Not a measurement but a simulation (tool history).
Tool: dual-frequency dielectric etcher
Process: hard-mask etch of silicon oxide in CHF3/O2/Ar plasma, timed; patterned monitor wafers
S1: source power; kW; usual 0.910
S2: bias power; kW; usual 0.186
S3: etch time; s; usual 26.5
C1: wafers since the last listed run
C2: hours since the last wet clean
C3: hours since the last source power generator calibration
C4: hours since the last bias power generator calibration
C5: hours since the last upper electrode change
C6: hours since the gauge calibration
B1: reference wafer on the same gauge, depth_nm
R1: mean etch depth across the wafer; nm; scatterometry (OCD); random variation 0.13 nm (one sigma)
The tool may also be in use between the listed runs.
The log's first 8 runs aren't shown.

Run 9, hour 70.7: usual settings but S3 29.5 s; C1 222; C2 408.9; C3 3515.9; C4 4198.7; C5 71.2; C6 352.8; B1 55.0. Result: R1 64.4 nm.
Run 10, hour 81.6: usual settings but S2 0.218 kW, S3 18.5 s; C1 155; C2 419.8; C3 3526.8; C4 4209.6; C5 82.1; C6 363.7; B1 55.0. Result: R1 42.6 nm.
At hour 96.3: bias power generator calibrated.
Run 11, hour 96.8: usual settings but S1 1.030 kW, S3 33.0 s; C1 159; C2 435.0; C3 3542.0; C4 0.5; C5 97.3; C6 378.9; B1 55.0. Result: R1 74.5 nm.
Run 12, hour 109.3: usual settings but S1 0.800 kW, S2 0.153 kW, S3 22.0 s; C1 178; C2 447.5; C3 3554.5; C4 13.0; C5 109.8; C6 391.4; B1 55.0. Result: R1 43.6 nm.
Run 13, hour 117.7: usual settings but S1 1.120 kW, S2 0.210 kW; C1 119; C2 455.9; C3 3562.9; C4 21.4; C5 118.2; C6 399.8; B1 55.0. Result: R1 63.6 nm.
Run 14, hour 128.8: usual settings but S1 1.110 kW, S2 0.208 kW; C1 158; C2 467.0; C3 3574.0; C4 32.5; C5 129.3; C6 410.9; B1 55.0. Result: R1 63.5 nm.
Run 15, hour 135.1: usual settings but S2 0.171 kW, S3 19.5 s; C1 89; C2 473.3; C3 3580.3; C4 38.8; C5 135.6; C6 417.2; B1 55.0. Result: R1 41.4 nm.
Run 16, hour 145.8: usual settings but S1 1.110 kW, S2 0.208 kW; C1 152; C2 484.0; C3 3591.0; C4 49.5; C5 146.3; C6 427.9; B1 55.0. Result: R1 63.4 nm.
At hour 163.3: gauge calibrated.
Run 17, hour 165.1: usual settings; C1 275; C2 503.3; C3 3610.3; C4 68.8; C5 165.6; C6 1.8; B1 55.0. Result: R1 57.9 nm.
Run 18, hour 175.7: usual settings but S1 1.050 kW, S2 0.213 kW; C1 151; C2 513.9; C3 3620.9; C4 79.4; C5 176.2; C6 12.4; B1 55.0. Result: R1 63.0 nm.
Run 19, hour 184.0: usual settings but S1 1.140 kW, S2 0.231 kW, S3 33.5 s; C1 118; C2 522.2; C3 3629.2; C4 87.7; C5 184.5; C6 20.7; B1 55.0. Result: R1 84.1 nm.
At hour 189.9: source power generator calibrated.
Run 20, hour 191.7: usual settings; C1 52; C2 529.9; C3 1.8; C4 95.4; C5 192.2; C6 28.4; B1 55.0. Result: R1 58.0 nm.
Run 21, hour 205.8: usual settings but S1 1.120 kW, S2 0.215 kW, S3 21.5 s; C1 201; C2 544.0; C3 15.9; C4 109.5; C5 206.3; C6 42.5; B1 55.0. Result: R1 52.2 nm.
At hour 232.8: wet clean of the chamber.
Run 22, hour 233.3: usual settings but S1 0.710 kW, S2 0.201 kW, S3 34.0 s; C1 49; C2 0.5; C3 43.4; C4 137.0; C5 233.8; C6 70.0; B1 55.0. Result: R1 71.0 nm.
Run 23, hour 239.1: usual settings; C1 82; C2 6.3; C3 49.2; C4 142.8; C5 239.6; C6 75.8; B1 55.0. Result: R1 57.2 nm.
Run 24, hour 251.6: usual settings but S2 0.169 kW; C1 178; C2 18.8; C3 61.7; C4 155.3; C5 252.1; C6 88.3; B1 55.0. Result: R1 55.4 nm.
Run 25, hour 266.3: usual settings but S2 0.207 kW; C1 209; C2 33.5; C3 76.4; C4 170.0; C5 266.8; C6 103.0; B1 55.0. Result: R1 59.1 nm.
Run 26, hour 283.8: usual settings but S1 0.830 kW, S2 0.222 kW, S3 19.0 s; C1 249; C2 51.0; C3 93.9; C4 187.5; C5 284.3; C6 120.5; B1 55.0. Result: R1 42.4 nm.
Run 27, hour 295.1: usual settings but S2 0.167 kW, S3 18.5 s; C1 161; C2 62.3; C3 105.2; C4 198.8; C5 295.6; C6 131.8; B1 55.0. Result: R1 38.7 nm.
Run 28, hour 302.6: usual settings but S2 0.202 kW; C1 107; C2 69.8; C3 112.7; C4 206.3; C5 303.1; C6 139.3; B1 55.0. Result: R1 58.9 nm.
Run 29, hour 313.3: usual settings but S1 0.990 kW, S2 0.174 kW, S3 21.0 s; C1 152; C2 80.5; C3 123.4; C4 217.0; C5 313.8; C6 150.0; B1 55.1. Result: R1 45.4 nm.
Run 30, hour 330.1: usual settings but S1 0.720 kW, S2 0.216 kW, S3 33.0 s; C1 239; C2 97.3; C3 140.2; C4 233.8; C5 330.6; C6 166.8; B1 55.0. Result: R1 71.1 nm.
Run 31, hour 337.5: usual settings but S1 0.800 kW, S2 0.151 kW, S3 32.0 s; C1 105; C2 104.7; C3 147.6; C4 241.2; C5 338.0; C6 174.2; B1 55.0. Result: R1 62.4 nm.

3 ways to go on from here, each from the tool as it stands after run 31. What would each give?
Run A, hour 337.9: usual settings but S1 0.980 kW; C1 5; C2 105.1; C3 148.0; C4 241.6; C5 338.4; C6 174.6; B1 ?. Result: R1 ?.
Run B, hour 337.9: usual settings but S1 0.710 kW, S3 31.5 s; C1 5; C2 105.1; C3 148.0; C4 241.6; C5 338.4; C6 174.6; B1 ?. Result: R1 ?.
Run C, hour 337.9: usual settings but S3 23.5 s; C1 5; C2 105.1; C3 148.0; C4 241.6; C5 338.4; C6 174.6; B1 ?. Result: R1 ?.

run    B1    R1
  A  55.0  58.4
  B  55.0  64.1
  C  55.0  50.8
Without the tool's hidden state the same runs would have given:
run    R1
  A  58.2
  B  63.8
  C  50.6
